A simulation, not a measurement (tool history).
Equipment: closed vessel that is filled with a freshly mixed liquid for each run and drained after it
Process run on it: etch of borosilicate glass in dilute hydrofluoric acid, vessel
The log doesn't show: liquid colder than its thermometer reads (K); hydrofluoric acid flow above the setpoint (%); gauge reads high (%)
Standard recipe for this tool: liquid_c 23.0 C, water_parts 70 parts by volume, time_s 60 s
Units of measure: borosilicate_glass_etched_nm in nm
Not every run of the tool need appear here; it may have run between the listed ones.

run	hour	liquid_c	water_parts	time_s	wafers since the last listed run	hours since the thermometer was replaced	hours since the hydrofluoric acid flow meter was replaced	hours since the gauge calibration	read-back film thickness of the borosilicate glass reference wafer, read on the same gauge (nm)	borosilicate_glass_etched_nm
1	0.0	23.0	70	60	0	856.3	1962.8	29.0	130.01	16.14
2	21.9	23.0	70	60	2507	878.2	1984.7	50.9	129.99	16.18
3	57.8	23.0	70	60	4110	914.1	2020.6	86.8	130.01	16.02
4	87.8	23.0	70	60	3434	944.1	2050.6	116.8	129.99	15.81
5	117.8	23.0	70	60	3434	974.1	2080.6	146.8	130.02	15.95
6	149.2	23.0	70	60	3594	1005.5	2112.0	178.2	130.01	15.77
7	165.1	26.5	70	60	1820	1021.4	2127.9	194.1	130.00	18.10
8	194.4	26.5	70	60	3354	1050.7	2157.2	223.4	130.02	18.11
# hour 213.5: thermometer replaced
# hour 215.5: gauge calibrated
# hour 222.6: hydrofluoric acid flow meter replaced
9	225.7	26.5	70	60	3354	12.2	3.1	10.2	129.99	20.21
10	255.4	20.5	55	85	3400	41.9	32.8	39.9	130.00	28.78
11	289.0	23.0	60	70	3846	75.5	66.4	73.5	129.99	24.00
12	306.0	23.0	70	40	1946	92.5	83.4	90.5	130.03	11.56

What does the tool deliver on the next run?
13	324.9	23.0	70	60	2163	111.4	102.3	109.4	?	?

{"run 13": {"read-back film thickness of the borosilicate glass reference wafer, read on the same gauge (nm)": 130.01, "borosilicate_glass_etched_nm": 17.3}}
Without the tool's hidden state the same run would have given borosilicate_glass_etched_nm 17.62 nm.

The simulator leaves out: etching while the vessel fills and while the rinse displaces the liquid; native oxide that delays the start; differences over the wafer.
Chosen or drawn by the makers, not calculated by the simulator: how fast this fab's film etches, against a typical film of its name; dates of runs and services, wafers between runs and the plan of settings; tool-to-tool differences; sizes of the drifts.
